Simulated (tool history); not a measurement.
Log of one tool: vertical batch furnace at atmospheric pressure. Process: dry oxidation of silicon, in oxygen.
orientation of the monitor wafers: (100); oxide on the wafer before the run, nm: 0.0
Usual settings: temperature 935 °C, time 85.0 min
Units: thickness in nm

run   hour  temperature   time  read-back reference wafer on the same gauge, thickness  thickness
  1    0.0          942   85.0                                                   26.91      34.87
  2   25.0          942   85.0                                                   26.92      34.73
  3   45.1          935   85.0                                                   26.92      32.35
  4   62.4          923   85.0                                                   26.91      28.63
  5   84.6          923   85.0                                                   26.91      28.58
  6  114.3          935   85.0                                                   26.91      32.24
  7  179.9          935   85.0                                                   26.94      32.50
  8  201.8          935   85.0                                                   26.92      32.46
  9  219.8          935   85.0                                                   26.90      32.51
 10  251.4          935   85.0                                                   26.93      30.95
 11  269.7          935   85.0                                                   26.89      31.00
 12  304.8          913   56.0                                                   26.90      18.96
 13  335.8          920  121.0                                                   26.91      34.15
 14  355.7          958   85.0                                                   26.89      39.73
 15  385.9          947   52.5                                                   26.91      25.76
 16  408.4          935   85.0                                                   26.88      31.22
 17  435.3          947   65.0                                                   26.89      29.62
 18  451.8          949  125.5                                                   26.90      48.05
 19  485.0          916  104.5                                                   26.92      29.67
 20  511.4          935   85.0                                                   26.89      31.34
 21  553.9          923   85.0                                                   26.90      27.86
 22  587.1          945  119.0                                                   26.88      44.67

Taken out of this log: 3 entries between the listed runs. Where each belongs, and how the hidden state differs across it:
Between runs 9 and 10: thermocouples replaced and temperature profile calibrated (hour 250.9)
  true tube temperature minus thermocouple reading, K: 4.97 -> 0.779
  measured less the result without the state, thickness: +1.65 -> +0.25 nm
Between runs 12 and 13: gauge calibrated (hour 319.9); boat lift adjusted (hour 335.3)
  true tube temperature minus thermocouple reading, K: 1.14 -> 1.34
  measured less the result without the state, thickness: +0.21 -> +0.47 nm

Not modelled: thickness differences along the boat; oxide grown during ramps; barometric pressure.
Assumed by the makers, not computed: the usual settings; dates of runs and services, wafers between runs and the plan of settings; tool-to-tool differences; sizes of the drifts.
